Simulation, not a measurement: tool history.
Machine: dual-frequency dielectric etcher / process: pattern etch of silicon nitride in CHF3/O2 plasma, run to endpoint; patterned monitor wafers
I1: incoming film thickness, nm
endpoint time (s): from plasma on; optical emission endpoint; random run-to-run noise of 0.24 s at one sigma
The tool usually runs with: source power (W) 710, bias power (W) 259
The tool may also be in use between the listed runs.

run 1 day=0 | source_power_(W)=710 bias_power_(W)=259 | I1=71.9 | endpoint_time_(s)=44.3
run 2 day=1.638 | source_power_(W)=710 bias_power_(W)=259 | I1=72.5 | endpoint_time_(s)=44.9
run 3 day=4.617 | source_power_(W)=710 bias_power_(W)=259 | I1=71.8 | endpoint_time_(s)=44.7
-- day=6.158 wet clean of the chamber
run 4 day=8.4 | source_power_(W)=840 bias_power_(W)=259 | I1=73 | endpoint_time_(s)=42.2
run 5 day=11.2 | source_power_(W)=840 bias_power_(W)=259 | I1=72.9 | endpoint_time_(s)=42.1
run 6 day=13.158 | source_power_(W)=710 bias_power_(W)=259 | I1=72.7 | endpoint_time_(s)=44.1
-- day=13.879 bias power generator calibrated
run 7 day=15.867 | source_power_(W)=710 bias_power_(W)=259 | I1=73.6 | endpoint_time_(s)=44.9
-- day=17.258 upper electrode replaced
run 8 day=18.354 | source_power_(W)=570 bias_power_(W)=204 | I1=73.1 | endpoint_time_(s)=51.4
run 9 day=20.733 | source_power_(W)=860 bias_power_(W)=233 | I1=73.5 | endpoint_time_(s)=44.3
run 10 day=24.371 | source_power_(W)=790 bias_power_(W)=203 | I1=72.3 | endpoint_time_(s)=47.3
run 11 day=28.808 | source_power_(W)=550 bias_power_(W)=259 | I1=72.7 | endpoint_time_(s)=47.8
-- day=33.067 wet clean of the chamber
run 12 day=33.088 | source_power_(W)=710 bias_power_(W)=316 | I1=73.1 | endpoint_time_(s)=40.7
-- day=34.188 source power generator calibrated
run 13 day=36.429 | source_power_(W)=790 bias_power_(W)=259 | I1=72 | endpoint_time_(s)=42.6
run 14 day=38.088 | source_power_(W)=710 bias_power_(W)=259 | I1=72.7 | endpoint_time_(s)=44
run 15 day=43.8 | source_power_(W)=620 bias_power_(W)=234 | I1=72.8 | endpoint_time_(s)=48

Consider 5 possible next runs. They are alternatives, not a sequence: every one starts from the tool as it was left by run 15. What does each give?
run A day=43.817 | source_power_(W)=710 bias_power_(W)=259 | I1=72.7 | endpoint_time_(s)=?
run B day=43.817 | source_power_(W)=710 bias_power_(W)=210 | I1=72.7 | endpoint_time_(s)=?
run C day=43.817 | source_power_(W)=630 bias_power_(W)=206 | I1=72.7 | endpoint_time_(s)=?
run D day=43.817 | source_power_(W)=810 bias_power_(W)=284 | I1=72.7 | endpoint_time_(s)=?
run E day=43.817 | source_power_(W)=880 bias_power_(W)=299 | I1=72.7 | endpoint_time_(s)=?

run=A endpoint_time_(s)=44.3
run=B endpoint_time_(s)=47.9
run=C endpoint_time_(s)=49.8
run=D endpoint_time_(s)=41.2
run=E endpoint_time_(s)=39.5
Had the tool no hidden state, the same runs would have come out as:
run=A endpoint_time_(s)=43.8
run=B endpoint_time_(s)=47.3
run=C endpoint_time_(s)=49.2
run=D endpoint_time_(s)=40.8
run=E endpoint_time_(s)=39
